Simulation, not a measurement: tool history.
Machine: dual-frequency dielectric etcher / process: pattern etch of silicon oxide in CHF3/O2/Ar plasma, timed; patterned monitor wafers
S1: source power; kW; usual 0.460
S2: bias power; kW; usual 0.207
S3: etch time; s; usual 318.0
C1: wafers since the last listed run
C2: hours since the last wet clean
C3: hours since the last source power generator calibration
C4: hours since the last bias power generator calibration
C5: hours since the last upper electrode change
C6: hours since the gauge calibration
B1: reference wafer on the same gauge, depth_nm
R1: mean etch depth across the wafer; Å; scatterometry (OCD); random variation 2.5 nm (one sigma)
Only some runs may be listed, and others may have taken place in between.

run	hour	S1	S2	S3	C1	C2	C3	C4	C5	C6	B1	R1
1	0.0	0.430	0.232	318.0	0	99.2	2524.4	4372.1	2514.8	919.5	646.5	5796
2	32.8	0.460	0.207	318.0	177	132.0	2557.2	4404.9	2547.6	952.3	645.8	5702
3	72.0	0.460	0.207	318.0	212	171.2	2596.4	4444.1	2586.8	991.5	645.9	5728
4	103.5	0.460	0.207	318.0	170	202.7	2627.9	4475.6	2618.3	1023.0	646.5	5654
5	137.2	0.460	0.207	318.0	182	236.4	2661.6	4509.3	2652.0	1056.7	646.5	5645
6	194.3	0.460	0.207	318.0	309	293.5	2718.7	4566.4	2709.1	1113.8	646.2	5671
7	228.1	0.460	0.207	318.0	183	327.3	2752.5	4600.2	2742.9	1147.6	645.9	5656
8	278.7	0.460	0.207	374.0	274	377.9	2803.1	4650.8	2793.5	1198.2	646.7	6598
9	340.5	0.460	0.207	318.0	334	439.7	2864.9	4712.6	2855.3	1260.0	645.4	5627
# hour 406.5: upper electrode replaced
10	407.0	0.460	0.207	318.0	230	506.2	2931.4	4779.1	0.5	1326.5	646.5	5576
11	437.8	0.460	0.207	318.0	166	537.0	2962.2	4809.9	31.3	1357.3	645.7	5595
# hour 462.1: wet clean of the chamber
12	509.8	0.460	0.174	318.0	260	47.7	3034.2	4881.9	103.3	1429.3	646.5	5482
# hour 534.0: source power generator calibrated
# hour 567.9: bias power generator calibrated
13	568.4	0.460	0.207	318.0	274	106.3	34.4	0.5	161.9	1487.9	646.7	5746
14	610.2	0.460	0.223	354.5	226	148.1	76.2	42.3	203.7	1529.7	645.9	6503
15	643.7	0.460	0.207	276.5	181	181.6	109.7	75.8	237.2	1563.2	646.0	4942
# hour 658.0: gauge calibrated
16	692.5	0.460	0.207	318.0	264	230.4	158.5	124.6	286.0	34.5	646.0	5646
17	736.8	0.550	0.221	408.5	240	274.7	202.8	168.9	330.3	78.8	645.7	7955
18	785.0	0.550	0.232	241.0	261	322.9	251.0	217.1	378.5	127.0	645.5	4728
19	852.2	0.360	0.207	379.5	364	390.1	318.2	284.3	445.7	194.2	645.8	6116
20	887.5	0.400	0.207	388.0	191	425.4	353.5	319.6	481.0	229.5	645.9	6425
21	952.8	0.580	0.177	275.5	353	490.7	418.8	384.9	546.3	294.8	645.4	5098
22	988.5	0.410	0.207	380.5	193	526.4	454.5	420.6	582.0	330.5	645.2	6417
23	1024.2	0.520	0.207	370.5	193	562.1	490.2	456.3	617.7	366.2	645.7	6832
24	1064.2	0.460	0.207	374.0	216	602.1	530.2	496.3	657.7	406.2	645.7	6484
25	1121.7	0.540	0.207	239.5	311	659.6	587.7	553.8	715.2	463.7	646.1	4423
# hour 1179.8: wet clean of the chamber
26	1190.0	0.360	0.222	286.5	240	10.2	656.0	622.1	783.5	532.0	645.7	4862
27	1220.4	0.380	0.235	378.0	164	40.6	686.4	652.5	813.9	562.4	646.4	6616
28	1254.0	0.460	0.245	351.5	182	74.2	720.0	686.1	847.5	596.0	646.4	6644
29	1321.5	0.560	0.241	344.5	365	141.7	787.5	753.6	915.0	663.5	645.7	6998
30	1352.8	0.460	0.207	318.0	169	173.0	818.8	784.9	946.3	694.8	646.9	5730

Hidden state at the last listed run before each entry between runs and at the first one after, where it differs:
From run 9 to run 10: upper electrode replaced (hour 406.5)
  etch rate over this chamber's usual, %: -2.68 -> -3.14
  measured result minus the result with no hidden state, R1: -155 -> -180 Å
From run 11 to run 12: wet clean of the chamber (hour 462.1)
  etch rate over this chamber's usual, %: -3.35 -> -0.0959
  measured result minus the result with no hidden state, R1: -194 -> -5 Å
From run 12 to run 13: source power generator calibrated (hour 534.0); bias power generator calibrated (hour 567.9)
  etch rate over this chamber's usual, %: -0.0959 -> -0.499
  measured result minus the result with no hidden state, R1: -5 -> -29 Å
From run 15 to run 16: gauge calibrated (hour 658.0)
  etch rate over this chamber's usual, %: -1.02 -> -1.35
  measured result minus the result with no hidden state, R1: -51 -> -78 Å
From run 25 to run 26: wet clean of the chamber (hour 1179.8)
  etch rate over this chamber's usual, %: -4.3 -> 0.368
  measured result minus the result with no hidden state, R1: -199 -> +18 Å
